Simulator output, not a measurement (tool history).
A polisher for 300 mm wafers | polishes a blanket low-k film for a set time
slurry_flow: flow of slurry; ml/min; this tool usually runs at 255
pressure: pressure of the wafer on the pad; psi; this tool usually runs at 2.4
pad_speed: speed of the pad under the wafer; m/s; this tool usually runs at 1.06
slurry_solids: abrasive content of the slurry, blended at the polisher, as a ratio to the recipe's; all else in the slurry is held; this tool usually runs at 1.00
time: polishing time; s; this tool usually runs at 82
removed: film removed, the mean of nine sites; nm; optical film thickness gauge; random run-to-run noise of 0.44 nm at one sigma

run     day  slurry_flow  pressure  pad_speed  slurry_solids  time  incoming thickness of the incoming film, nm  removed
  1   0.000          255       2.4       1.06           1.00    82                                        650.7     32.1
  2   0.829          255       2.4       1.34           1.00    82                                        656.6     37.5
      1.388  -- worn pad replaced by a new one
  3   1.754          325       2.4       1.06           1.00    82                                        660.2     31.8
  4   2.483          325       2.4       1.06           1.00    82                                        665.9     31.6
  5   4.992          255       2.2       1.06           1.00    82                                        647.8     28.3
  6   6.329          255       2.2       1.06           1.00    82                                        655.6     27.2
      6.621  -- slurry nozzle cleaned
  7   7.083          255       2.2       1.06           1.00    82                                        658.5     27.2
      7.588  -- conditioning disc replaced and pad reconditioned
  8   7.888          300       2.8       1.32           1.00    82                                        650.3     45.0
      8.683  -- worn pad replaced by a new one
  9   8.996          320       3.0       1.40           1.00   101                                        655.8     61.8
      9.729  -- slurry blender recalibrated
      9.933  -- head pressure recalibrated
 10  12.454          300       2.8       1.32           1.00    82                                        664.2     48.0
 11  13.871          255       2.4       0.74           1.25    82                                        659.9     29.3
     15.138  -- worn pad replaced by a new one
 12  15.158          290       1.9       1.06           0.85    82                                        660.1     27.4
 13  16.083          190       2.4       1.40           1.00    82                                        661.5     39.9
 14  17.429          285       2.4       1.28           1.00    82                                        674.2     39.4
 15  18.608          230       2.9       1.06           0.80    61                                        649.7     26.6

Hidden state or all else? Some run-to-run changes of removed, split into what the settings, what came in and random variation would give without the hidden state, and what is left for the hidden state (with any gauge scatter that isn't in both results):
Unlogged tool condition in this case: removal rate lost through wear of the pad, %; slurry flow missing at the pad, %; deviation of the head's pressure from its setpoint, %; abrasive missing from the slurry, %; time polished since the conditioner stopped cutting, s.
Run 9 -> 10: slurry_flow 320 -> 300, pressure 3.0 -> 2.8, pad_speed 1.40 -> 1.32, time 101 -> 82, slurry blender recalibrated, head pressure recalibrated. removed -13.8 nm: hidden state +6.9, all else -20.7.
Run 10 -> 11: slurry_flow 300 -> 255, pressure 2.8 -> 2.4, pad_speed 1.32 -> 0.74, slurry_solids 1.00 -> 1.25. removed -18.7 nm: hidden state +0.7, all else -19.4.
